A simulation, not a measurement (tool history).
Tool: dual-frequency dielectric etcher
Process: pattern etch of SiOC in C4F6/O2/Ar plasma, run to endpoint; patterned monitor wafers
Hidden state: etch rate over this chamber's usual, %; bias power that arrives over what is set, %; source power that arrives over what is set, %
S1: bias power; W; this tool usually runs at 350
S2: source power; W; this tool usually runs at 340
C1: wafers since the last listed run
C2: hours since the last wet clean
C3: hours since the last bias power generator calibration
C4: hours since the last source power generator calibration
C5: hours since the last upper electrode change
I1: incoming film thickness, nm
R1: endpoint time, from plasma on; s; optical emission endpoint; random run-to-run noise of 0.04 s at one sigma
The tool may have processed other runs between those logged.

run 1 hour=0 | S1=350 S2=300 | C1=0 C2=531.1 C3=1400 C4=3095.8 C5=1916 | I1=30.98 | R1=14.2
-- hour=12 wet clean of the chamber
run 2 hour=49.6 | S1=350 S2=340 | C1=406 C2=37.6 C3=1449.6 C4=3145.4 C5=1965.6 | I1=31.44 | R1=13.6
run 3 hour=81.1 | S1=350 S2=340 | C1=340 C2=69.1 C3=1481.1 C4=3176.9 C5=1997.1 | I1=31.14 | R1=13.5
run 4 hour=137.8 | S1=350 S2=340 | C1=613 C2=125.8 C3=1537.8 C4=3233.6 C5=2053.8 | I1=31.13 | R1=13.6
run 5 hour=203.2 | S1=350 S2=320 | C1=707 C2=191.2 C3=1603.2 C4=3299 C5=2119.2 | I1=31.09 | R1=13.8
run 6 hour=244.8 | S1=350 S2=340 | C1=450 C2=232.8 C3=1644.8 C4=3340.6 C5=2160.8 | I1=31.19 | R1=13.6
run 7 hour=306 | S1=350 S2=340 | C1=662 C2=294 C3=1706 C4=3401.8 C5=2222 | I1=31.14 | R1=13.6
run 8 hour=376.6 | S1=350 S2=340 | C1=764 C2=364.6 C3=1776.6 C4=3472.4 C5=2292.6 | I1=31.43 | R1=13.9
run 9 hour=427.6 | S1=390 S2=340 | C1=551 C2=415.6 C3=1827.6 C4=3523.4 C5=2343.6 | I1=31.15 | R1=13.1
run 10 hour=466.5 | S1=390 S2=340 | C1=421 C2=454.5 C3=1866.5 C4=3562.3 C5=2382.5 | I1=31.61 | R1=13.3
-- hour=522.7 wet clean of the chamber
run 11 hour=523.2 | S1=350 S2=360 | C1=353 C2=0.5 C3=1923.2 C4=3619 C5=2439.2 | I1=31.29 | R1=13.4
run 12 hour=543.4 | S1=350 S2=360 | C1=218 C2=20.7 C3=1943.4 C4=3639.2 C5=2459.4 | I1=31.17 | R1=13.3
run 13 hour=583.4 | S1=267 S2=340 | C1=432 C2=60.7 C3=1983.4 C4=3679.2 C5=2499.4 | I1=30.96 | R1=15.3
-- hour=605.2 bias power generator calibrated
run 14 hour=617.2 | S1=299 S2=400 | C1=322 C2=94.5 C3=12 C4=3713 C5=2533.2 | I1=31.4 | R1=13.7

What will run 15 give?
run 15 hour=687 | S1=350 S2=290 | C1=755 C2=164.3 C3=81.8 C4=3782.8 C5=2603 | I1=30.98 | R1=?

{"run 15": {"R1": 14}}
Had the tool carried no hidden state, the very same run would have given R1 13.9 s.
